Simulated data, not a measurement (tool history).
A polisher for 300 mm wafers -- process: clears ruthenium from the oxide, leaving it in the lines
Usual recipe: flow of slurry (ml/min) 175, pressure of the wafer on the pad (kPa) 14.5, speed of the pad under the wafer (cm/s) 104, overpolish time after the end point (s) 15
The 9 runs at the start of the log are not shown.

| run | day | flow of slurry (ml/min) | pressure of the wafer on the pad (kPa) | speed of the pad under the wafer (cm/s) | overpolish time after the end point (s) | incoming thickness of the incoming film, nm | time until the end point was called (s) |
|---|---|---|---|---|---|---|---|
| 10 | 34.988 | 175 | 14.5 | 104 | 15 | 108.9 | 101.5 |
| 11 | 37.958 | 175 | 14.5 | 104 | 15 | 111.9 | 109.5 |
|  | 38.838 | head pressure recalibrated |
| 12 | 41.971 | 175 | 14.5 | 104 | 15 | 109.1 | 92.8 |
| 13 | 46.362 | 175 | 14.5 | 104 | 15 | 111.6 | 96.7 |
|  | 50.158 | slurry nozzle cleaned |
| 14 | 50.846 | 175 | 14.5 | 104 | 15 | 109.0 | 93.3 |
|  | 53.729 | worn pad replaced by a new one |
| 15 | 54.842 | 175 | 13.1 | 104 | 15 | 109.3 | 106.4 |
| 16 | 59.096 | 175 | 13.1 | 104 | 15 | 109.0 | 106.8 |
| 17 | 63.196 | 175 | 14.5 | 104 | 15 | 109.3 | 100.2 |
| 18 | 65.142 | 175 | 12.4 | 116 | 15 | 109.4 | 105.1 |
| 19 | 66.867 | 175 | 14.5 | 104 | 15 | 109.0 | 100.6 |
|  | 70.100 | slurry nozzle cleaned |
| 20 | 71.321 | 175 | 14.5 | 104 | 15 | 109.8 | 100.6 |
| 21 | 74.583 | 195 | 14.5 | 128 | 15 | 109.5 | 83.2 |
|  | 75.092 | worn pad replaced by a new one |
| 22 | 78.550 | 175 | 14.5 | 104 | 15 | 110.7 | 108.2 |
|  | 80.146 | head pressure recalibrated |
| 23 | 81.071 | 160 | 9.7 | 104 | 20 | 109.8 | 143.1 |
| 24 | 85.021 | 175 | 15.9 | 80 | 15 | 110.1 | 111.4 |
| 25 | 88.708 | 175 | 17.9 | 104 | 15 | 110.1 | 76.9 |
| 26 | 91.983 | 135 | 13.1 | 136 | 10 | 111.8 | 87.7 |
|  | 93.508 | slurry nozzle cleaned |
|  | 95.838 | worn pad replaced by a new one |
| 27 | 95.858 | 175 | 14.5 | 104 | 15 | 108.9 | 95.7 |
| 28 | 99.967 | 175 | 14.5 | 104 | 15 | 109.9 | 97.8 |
| 29 | 103.475 | 175 | 14.5 | 72 | 15 | 110.4 | 140.7 |
| 30 | 105.079 | 120 | 16.5 | 84 | 6 | 111.6 | 117.7 |
| 31 | 106.883 | 150 | 14.5 | 104 | 15 | 109.2 | 103.0 |
| 32 | 110.250 | 220 | 14.5 | 138 | 15 | 109.6 | 74.8 |

Each row is a separate what-if for the run after 32, all from the same tool condition, not one after another. Results?
| A | 110.271 | 175 | 14.5 | 104 | 15 | 110.7 | ? |
| B | 110.271 | 175 | 17.9 | 118 | 15 | 110.7 | ? |
| C | 110.271 | 210 | 14.5 | 124 | 15 | 110.7 | ? |
| D | 110.271 | 160 | 12.4 | 104 | 15 | 110.7 | ? |

| run | time until the end point was called (s) |
|---|---|
| A | 103.2 |
| B | 73.9 |
| C | 84.9 |
| D | 122.3 |
Without the tool's unlogged condition, the same runs would have read:
| run | time until the end point was called (s) |
|---|---|
| A | 97.0 |
| B | 69.4 |
| C | 79.8 |
| D | 114.9 |
